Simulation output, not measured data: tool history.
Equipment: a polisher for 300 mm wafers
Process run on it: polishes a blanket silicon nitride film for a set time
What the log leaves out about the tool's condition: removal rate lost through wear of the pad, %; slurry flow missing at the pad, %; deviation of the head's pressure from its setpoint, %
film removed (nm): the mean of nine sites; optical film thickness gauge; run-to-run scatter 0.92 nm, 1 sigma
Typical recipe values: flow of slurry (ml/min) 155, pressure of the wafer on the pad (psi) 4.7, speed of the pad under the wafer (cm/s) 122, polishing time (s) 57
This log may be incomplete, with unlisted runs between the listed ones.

run,hour,flow of slurry (ml/min),pressure of the wafer on the pad (psi),speed of the pad under the wafer (cm/s),polishing time (s),wafers since the last listed run,wafers polished on this pad,hours since the slurry nozzle was cleaned,hours since the head pressure was calibrated,"incoming thickness of the incoming film, nm",film removed (nm)
1,0,155,3.5,122,57,0,117,346.1,978.2,712.7,117.6
2,7.3,155,3.5,122,57,57,175,353.4,985.5,715.4,115.6
3,16.3,155,3.5,122,57,70,246,362.4,994.5,722.2,116.2
4,25.1,110,5.6,122,57,69,315,371.2,1003.3,724.2,164.9
5,33.5,110,5.6,122,57,66,381,379.6,1011.7,713.9,163.3
6,42.7,110,5.6,122,57,72,454,388.8,1020.9,712.2,163.1
7,51.2,155,4.7,122,57,66,521,397.3,1029.4,716.2,146.2
8,66.5,155,4.7,122,57,120,641,412.6,1044.7,725.2,145.7
9,83.1,155,4.7,122,57,130,772,429.2,1061.3,714,143.3
# hour 87.3: head pressure recalibrated
# hour 99.7: worn pad replaced by a new one
10,127.1,175,4.7,158,45,299,215,473.2,39.8,723.3,141.1
11,141.1,155,4.7,122,57,110,325,487.2,53.8,721,147.9
12,147.4,155,4.7,144,64,49,375,493.5,60.1,713.4,180.6
# hour 149.7: slurry nozzle cleaned
13,156.5,185,4.7,162,45,63,439,6.8,69.2,717.3,153.1
14,163.9,130,4.7,122,57,58,497,14.2,76.6,718.4,151.8
15,171.2,155,6.2,122,57,57,554,21.5,83.9,730.3,199.5
16,184.3,190,3.9,122,57,103,657,34.6,97,710.5,131.6
17,191,110,6.1,100,68,52,710,41.3,103.7,727.4,191.7
18,198,155,3.7,142,41,55,765,48.3,110.7,736.7,96.1
# hour 209.9: worn pad replaced by a new one
19,210.3,130,4.7,122,57,65,2,60.6,123,703.6,151.8

Below are 5 alternative next runs, each starting from the tool's condition after run 19. Predict each:
A,210.7,155,4.7,122,57,3,5,61,123.4,731.2,?
B,210.7,155,3.6,122,57,3,5,61,123.4,731.2,?
C,210.7,190,3.2,122,57,3,5,61,123.4,731.2,?
D,210.7,155,3.2,122,57,3,5,61,123.4,731.2,?
E,210.7,155,3.4,122,62,3,5,61,123.4,731.2,?

run,film removed (nm)
A,157.7
B,124.6
C,115.7
D,112.6
E,129
Had the tool no hidden state, the same runs would have come out as:
run,film removed (nm)
A,161
B,127.3
C,117.9
D,115
E,131.8

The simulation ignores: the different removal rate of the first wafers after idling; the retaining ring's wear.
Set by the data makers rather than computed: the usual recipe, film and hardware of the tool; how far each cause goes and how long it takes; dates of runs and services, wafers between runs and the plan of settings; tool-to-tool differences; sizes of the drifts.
